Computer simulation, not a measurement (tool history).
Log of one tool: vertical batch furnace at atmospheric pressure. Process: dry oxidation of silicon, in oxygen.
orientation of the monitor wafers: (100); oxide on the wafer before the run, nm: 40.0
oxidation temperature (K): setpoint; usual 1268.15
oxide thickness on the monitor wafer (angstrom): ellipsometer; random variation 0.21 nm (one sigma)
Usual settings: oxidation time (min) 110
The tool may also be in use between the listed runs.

run     day  oxidation temperature (K)  oxidation time (min)  read-back reference wafer on the same gauge, thickness  oxide thickness on the monitor wafer (angstrom)
  1       0                    1253.15                   110                                                  104.11                                            818.6
  2   1.567                    1253.15                   110                                                  104.19                                            817.6
  3   3.825                    1253.15                   110                                                  104.14                                            819.1
  4   6.688                    1268.15                   110                                                  104.12                                            892.3
  5   9.158                    1268.15                   110                                                  104.08                                            894.8
  6  11.833                    1268.15                   110                                                  104.04                                            891.4
  7  13.079                    1259.15                   110                                                  104.18                                            846.7
  8  16.012                    1259.15                   110                                                  104.19                                            846.6
  9  17.879                    1263.15                   110                                                  104.11                                            869.4
 10  20.821                    1263.15                   110                                                  104.18                                            866.9
 11  23.296                    1263.15                   110                                                  104.11                                            874.1
     25.212  -- boat lift adjusted
 12  25.683                    1268.15                   123                                                  104.08                                            946.3
 13  27.825                    1268.15                   123                                                  104.12                                            944.8
     31.304  -- thermocouples replaced and temperature profile calibrated
 14  31.325                    1268.15                   110                                                  104.08                                            904.5
 15  37.712                    1255.15                   163                                                  104.08                                           1019.4
     38.654  -- gauge calibrated
 16  38.721                    1268.15                   123                                                  104.18                                            951.9
 17  41.471                    1268.15                   110                                                   104.1                                            902.5
     42.933  -- thermocouples replaced and temperature profile calibrated, repeated, since the last time left the tool worse
 18  44.038                    1279.15                   130                                                  103.98                                           1038.4
 19   46.25                    1246.15                 153.5                                                  104.07                                              934
 20  48.667                    1268.15                  67.5                                                  104.06                                            715.7
 21  51.221                    1268.15                   110                                                  104.06                                            887.3
 22    52.7                    1268.15                  91.5                                                  104.11                                              819
 23  55.017                    1255.15                    82                                                  104.18                                            725.4
 24  56.158                    1268.15                   110                                                  104.04                                            888.9
 25  57.875                    1282.15                   127                                                  104.05                                           1048.8
 26   60.75                    1249.15                  93.5                                                  104.07                                            751.1
 27  62.204                    1268.15                   110                                                  104.07                                            890.2
 28  63.979                    1280.15                   110                                                  104.18                                            957.7
 29  66.525                    1289.15                 159.5                                                   104.1                                           1246.6

5 ways to go on from here, each from the tool as it stands after run 29. What would each give?
  A  66.762                    1283.15                   110                                                       ?                                                ?
  B  66.762                    1247.15                   159                                                       ?                                                ?
  C  66.762                    1285.15                    87                                                       ?                                                ?
  D  66.762                    1255.15                 153.5                                                       ?                                                ?
  E  66.762                    1260.15                   136                                                       ?                                                ?

run  read-back reference wafer on the same gauge, thickness  oxide thickness on the monitor wafer (angstrom)
  A                                                  104.13                                            981.1
  B                                                  104.13                                            955.9
  C                                                  104.13                                            884.2
  D                                                  104.13                                            978.7
  E                                                  104.13                                            946.1
Without the tool's hidden state the same runs would have given:
run  oxide thickness on the monitor wafer (angstrom)
  A                                            978.6
  B                                              954
  C                                              882
  D                                            976.6
  E                                            943.9
